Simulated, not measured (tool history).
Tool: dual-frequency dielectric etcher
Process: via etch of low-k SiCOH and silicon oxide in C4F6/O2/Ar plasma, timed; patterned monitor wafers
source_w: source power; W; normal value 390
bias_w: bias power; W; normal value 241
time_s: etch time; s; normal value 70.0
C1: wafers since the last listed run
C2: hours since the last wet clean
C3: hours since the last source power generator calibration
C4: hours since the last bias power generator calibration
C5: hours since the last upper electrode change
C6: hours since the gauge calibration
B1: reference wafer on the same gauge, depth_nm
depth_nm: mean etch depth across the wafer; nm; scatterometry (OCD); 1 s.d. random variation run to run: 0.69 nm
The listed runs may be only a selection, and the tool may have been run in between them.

{"run": 1, "hour": 0.0, "source_w": 390, "bias_w": 241, "time_s": 70.0, "C1": 0, "C2": 417.7, "C3": 2544.3, "C4": 1601.4, "C5": 3476.9, "C6": 115.4, "B1": 213.0, "depth_nm": 200.2}
{"run": 2, "hour": 12.9, "source_w": 390, "bias_w": 280, "time_s": 70.0, "C1": 134, "C2": 430.6, "C3": 2557.2, "C4": 1614.3, "C5": 3489.8, "C6": 128.3, "B1": 213.1, "depth_nm": 211.8}
{"run": 3, "hour": 22.1, "source_w": 390, "bias_w": 280, "time_s": 70.0, "C1": 96, "C2": 439.8, "C3": 2566.4, "C4": 1623.5, "C5": 3499.0, "C6": 137.5, "B1": 212.9, "depth_nm": 211.1}
{"run": 4, "hour": 29.2, "source_w": 390, "bias_w": 280, "time_s": 70.0, "C1": 74, "C2": 446.9, "C3": 2573.5, "C4": 1630.6, "C5": 3506.1, "C6": 144.6, "B1": 212.9, "depth_nm": 210.6}
{"run": 5, "hour": 45.3, "source_w": 390, "bias_w": 241, "time_s": 65.0, "C1": 168, "C2": 463.0, "C3": 2589.6, "C4": 1646.7, "C5": 3522.2, "C6": 160.7, "B1": 212.9, "depth_nm": 185.5}
{"run": 6, "hour": 56.6, "source_w": 390, "bias_w": 241, "time_s": 70.0, "C1": 117, "C2": 474.3, "C3": 2600.9, "C4": 1658.0, "C5": 3533.5, "C6": 172.0, "B1": 213.1, "depth_nm": 198.5}
{"run": 7, "hour": 63.4, "source_w": 390, "bias_w": 241, "time_s": 70.0, "C1": 70, "C2": 481.1, "C3": 2607.7, "C4": 1664.8, "C5": 3540.3, "C6": 178.8, "B1": 213.0, "depth_nm": 199.3}
{"run": 8, "hour": 75.4, "source_w": 390, "bias_w": 241, "time_s": 70.0, "C1": 125, "C2": 493.1, "C3": 2619.7, "C4": 1676.8, "C5": 3552.3, "C6": 190.8, "B1": 213.0, "depth_nm": 198.8}
{"run": 9, "hour": 87.9, "source_w": 390, "bias_w": 203, "time_s": 70.0, "C1": 130, "C2": 505.6, "C3": 2632.2, "C4": 1689.3, "C5": 3564.8, "C6": 203.3, "B1": 213.1, "depth_nm": 186.0}
{"run": 10, "hour": 97.5, "source_w": 390, "bias_w": 241, "time_s": 70.0, "C1": 100, "C2": 515.2, "C3": 2641.8, "C4": 1698.9, "C5": 3574.4, "C6": 212.9, "B1": 213.1, "depth_nm": 197.9}
{"run": 11, "hour": 113.7, "source_w": 390, "bias_w": 241, "time_s": 70.0, "C1": 169, "C2": 531.4, "C3": 2658.0, "C4": 1715.1, "C5": 3590.6, "C6": 229.1, "B1": 212.8, "depth_nm": 199.6}
{"run": 12, "hour": 129.8, "source_w": 390, "bias_w": 241, "time_s": 70.0, "C1": 168, "C2": 547.5, "C3": 2674.1, "C4": 1731.2, "C5": 3606.7, "C6": 245.2, "B1": 212.9, "depth_nm": 198.2}
{"hour": 136.8, "done": "gauge calibrated"}
{"hour": 154.8, "done": "wet clean of the chamber"}
{"run": 13, "hour": 155.3, "source_w": 390, "bias_w": 270, "time_s": 70.0, "C1": 15, "C2": 0.5, "C3": 2699.6, "C4": 1756.7, "C5": 3632.2, "C6": 18.5, "B1": 212.8, "depth_nm": 200.4}
{"run": 14, "hour": 155.6, "source_w": 390, "bias_w": 270, "time_s": 70.0, "C1": 3, "C2": 0.8, "C3": 2699.9, "C4": 1757.0, "C5": 3632.5, "C6": 18.8, "B1": 212.9, "depth_nm": 201.0}
{"run": 15, "hour": 170.2, "source_w": 440, "bias_w": 241, "time_s": 60.5, "C1": 152, "C2": 15.4, "C3": 2714.5, "C4": 1771.6, "C5": 3647.1, "C6": 33.4, "B1": 213.0, "depth_nm": 173.5}
{"hour": 180.4, "done": "source power generator calibrated"}
{"run": 16, "hour": 186.3, "source_w": 390, "bias_w": 293, "time_s": 51.5, "C1": 126, "C2": 31.5, "C3": 5.9, "C4": 1787.7, "C5": 3663.2, "C6": 49.5, "B1": 213.0, "depth_nm": 152.3}
{"hour": 212.6, "done": "wet clean of the chamber, repeated, since the last time left the tool worse"}
{"run": 17, "hour": 213.1, "source_w": 420, "bias_w": 241, "time_s": 56.5, "C1": 29, "C2": 0.5, "C3": 32.7, "C4": 1814.5, "C5": 3690.0, "C6": 76.3, "B1": 213.0, "depth_nm": 169.8}
{"hour": 237.8, "done": "bias power generator calibrated"}
{"hour": 244.7, "done": "upper electrode replaced"}
{"run": 18, "hour": 245.2, "source_w": 440, "bias_w": 241, "time_s": 70.0, "C1": 221, "C2": 32.6, "C3": 64.8, "C4": 7.4, "C5": 0.5, "C6": 108.4, "B1": 213.1, "depth_nm": 212.8}
{"run": 19, "hour": 245.5, "source_w": 390, "bias_w": 241, "time_s": 70.0, "C1": 3, "C2": 32.9, "C3": 65.1, "C4": 7.7, "C5": 0.8, "C6": 108.7, "B1": 213.0, "depth_nm": 205.2}
{"run": 20, "hour": 253.3, "source_w": 300, "bias_w": 241, "time_s": 59.0, "C1": 81, "C2": 40.7, "C3": 72.9, "C4": 15.5, "C5": 8.6, "C6": 116.5, "B1": 213.0, "depth_nm": 159.7}
{"run": 21, "hour": 268.4, "source_w": 390, "bias_w": 276, "time_s": 83.5, "C1": 157, "C2": 55.8, "C3": 88.0, "C4": 30.6, "C5": 23.7, "C6": 131.6, "B1": 213.1, "depth_nm": 257.5}
{"run": 22, "hour": 285.1, "source_w": 390, "bias_w": 241, "time_s": 70.0, "C1": 174, "C2": 72.5, "C3": 104.7, "C4": 47.3, "C5": 40.4, "C6": 148.3, "B1": 213.0, "depth_nm": 205.2}
{"run": 23, "hour": 298.7, "source_w": 390, "bias_w": 241, "time_s": 70.0, "C1": 141, "C2": 86.1, "C3": 118.3, "C4": 60.9, "C5": 54.0, "C6": 161.9, "B1": 213.0, "depth_nm": 203.7}
{"run": 24, "hour": 316.6, "source_w": 350, "bias_w": 287, "time_s": 82.5, "C1": 186, "C2": 104.0, "C3": 136.2, "C4": 78.8, "C5": 71.9, "C6": 179.8, "B1": 213.2, "depth_nm": 249.0}

For run 25, what comes out?
{"run": 25, "hour": 325.1, "source_w": 360, "bias_w": 259, "time_s": 83.0, "C1": 88, "C2": 112.5, "C3": 144.7, "C4": 87.3, "C5": 80.4, "C6": 188.3, "B1": "?", "depth_nm": "?"}

{"run 25": {"B1": 213.0, "depth_nm": 241.8}}
Minus the tool's unlogged condition, the same run would have read depth_nm 244.1 nm.

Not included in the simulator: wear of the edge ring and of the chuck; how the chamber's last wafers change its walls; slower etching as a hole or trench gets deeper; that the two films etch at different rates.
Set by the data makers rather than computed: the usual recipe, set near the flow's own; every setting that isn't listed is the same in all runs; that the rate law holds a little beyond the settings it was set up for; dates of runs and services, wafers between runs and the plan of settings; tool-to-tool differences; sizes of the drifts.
